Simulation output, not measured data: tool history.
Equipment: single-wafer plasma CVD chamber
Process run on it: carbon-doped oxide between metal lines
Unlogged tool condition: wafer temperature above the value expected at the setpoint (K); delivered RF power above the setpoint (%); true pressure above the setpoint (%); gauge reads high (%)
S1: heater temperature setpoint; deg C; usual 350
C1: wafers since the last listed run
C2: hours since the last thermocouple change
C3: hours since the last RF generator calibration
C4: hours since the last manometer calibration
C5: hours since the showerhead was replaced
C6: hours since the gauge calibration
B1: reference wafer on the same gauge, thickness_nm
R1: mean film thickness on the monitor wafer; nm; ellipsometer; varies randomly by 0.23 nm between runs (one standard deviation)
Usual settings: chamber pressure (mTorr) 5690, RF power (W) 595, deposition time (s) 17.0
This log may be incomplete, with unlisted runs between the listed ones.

run 1 hour=0.0 | S1=350 chamber_pressure_(mTorr)=5690 RF_power_(W)=595 deposition_time_(s)=17.0 | C1=0 C2=2770.5 C3=1876.4 C4=1916.3 C5=3334.4 C6=281.2 | B1=108.523 | R1=95.291
run 2 hour=45.7 | S1=350 chamber_pressure_(mTorr)=5690 RF_power_(W)=595 deposition_time_(s)=17.0 | C1=1059 C2=2816.2 C3=1922.1 C4=1962.0 C5=3380.1 C6=326.9 | B1=108.551 | R1=95.388
run 3 hour=115.1 | S1=350 chamber_pressure_(mTorr)=5690 RF_power_(W)=595 deposition_time_(s)=17.0 | C1=1609 C2=2885.6 C3=1991.5 C4=2031.4 C5=3449.5 C6=396.3 | B1=108.509 | R1=95.306
run 4 hour=164.0 | S1=350 chamber_pressure_(mTorr)=5690 RF_power_(W)=595 deposition_time_(s)=17.0 | C1=1134 C2=2934.5 C3=2040.4 C4=2080.3 C5=3498.4 C6=445.2 | B1=108.476 | R1=95.038
-- hour=195.1 thermocouple changed; heater temperature recalibrated
run 5 hour=209.5 | S1=350 chamber_pressure_(mTorr)=5690 RF_power_(W)=595 deposition_time_(s)=17.0 | C1=869 C2=14.4 C3=2085.9 C4=2125.8 C5=3543.9 C6=490.7 | B1=108.571 | R1=94.395
-- hour=225.6 gauge calibrated
-- hour=226.0 showerhead replaced, of another model than before
run 6 hour=256.6 | S1=350 chamber_pressure_(mTorr)=5690 RF_power_(W)=595 deposition_time_(s)=17.0 | C1=906 C2=61.5 C3=2133.0 C4=2172.9 C5=30.6 C6=31.0 | B1=108.524 | R1=93.322
run 7 hour=283.0 | S1=360 chamber_pressure_(mTorr)=5690 RF_power_(W)=595 deposition_time_(s)=17.0 | C1=612 C2=87.9 C3=2159.4 C4=2199.3 C5=57.0 C6=57.4 | B1=108.563 | R1=90.767
run 8 hour=309.3 | S1=364 chamber_pressure_(mTorr)=5690 RF_power_(W)=505 deposition_time_(s)=18.8 | C1=609 C2=114.2 C3=2185.7 C4=2225.6 C5=83.3 C6=83.7 | B1=108.459 | R1=86.910
run 9 hour=351.7 | S1=342 chamber_pressure_(mTorr)=5130 RF_power_(W)=520 deposition_time_(s)=20.3 | C1=983 C2=156.6 C3=2228.1 C4=2268.0 C5=125.7 C6=126.1 | B1=108.527 | R1=100.636
-- hour=365.8 RF generator calibrated
run 10 hour=390.1 | S1=350 chamber_pressure_(mTorr)=6110 RF_power_(W)=555 deposition_time_(s)=17.0 | C1=705 C2=195.0 C3=24.3 C4=2306.4 C5=164.1 C6=164.5 | B1=108.391 | R1=94.267
-- hour=415.0 capacitance manometer re-zeroed and calibrated
run 11 hour=449.6 | S1=362 chamber_pressure_(mTorr)=6990 RF_power_(W)=595 deposition_time_(s)=17.0 | C1=1194 C2=254.5 C3=83.8 C4=34.6 C5=223.6 C6=224.0 | B1=108.604 | R1=96.828
run 12 hour=486.2 | S1=350 chamber_pressure_(mTorr)=4290 RF_power_(W)=500 deposition_time_(s)=16.1 | C1=848 C2=291.1 C3=120.4 C4=71.2 C5=260.2 C6=260.6 | B1=108.473 | R1=77.201
run 13 hour=543.6 | S1=342 chamber_pressure_(mTorr)=5130 RF_power_(W)=520 deposition_time_(s)=20.3 | C1=1331 C2=348.5 C3=177.8 C4=128.6 C5=317.6 C6=318.0 | B1=108.392 | R1=106.358
run 14 hour=609.3 | S1=343 chamber_pressure_(mTorr)=5690 RF_power_(W)=595 deposition_time_(s)=17.0 | C1=1523 C2=414.2 C3=243.5 C4=194.3 C5=383.3 C6=383.7 | B1=108.496 | R1=100.810

What was the tool's hidden state at every run in the log?
wafer temperature above the value expected at the setpoint (K): 0 at every run
true pressure above the setpoint (%): 0 at every run
gauge reads high (%): 0 at every run
H1: delivered RF power above the setpoint (%)
run=1 H1=-5.17
run=2 H1=-5.43
run=3 H1=-5.82
run=4 H1=-6.11
run=5 H1=-6.39
run=6 H1=-6.68
run=7 H1=-6.84
run=8 H1=-7.01
run=9 H1=-7.28
run=10 H1=-0.303
run=11 H1=-0.313
run=12 H1=-0.324
run=13 H1=-0.349
run=14 H1=-0.389

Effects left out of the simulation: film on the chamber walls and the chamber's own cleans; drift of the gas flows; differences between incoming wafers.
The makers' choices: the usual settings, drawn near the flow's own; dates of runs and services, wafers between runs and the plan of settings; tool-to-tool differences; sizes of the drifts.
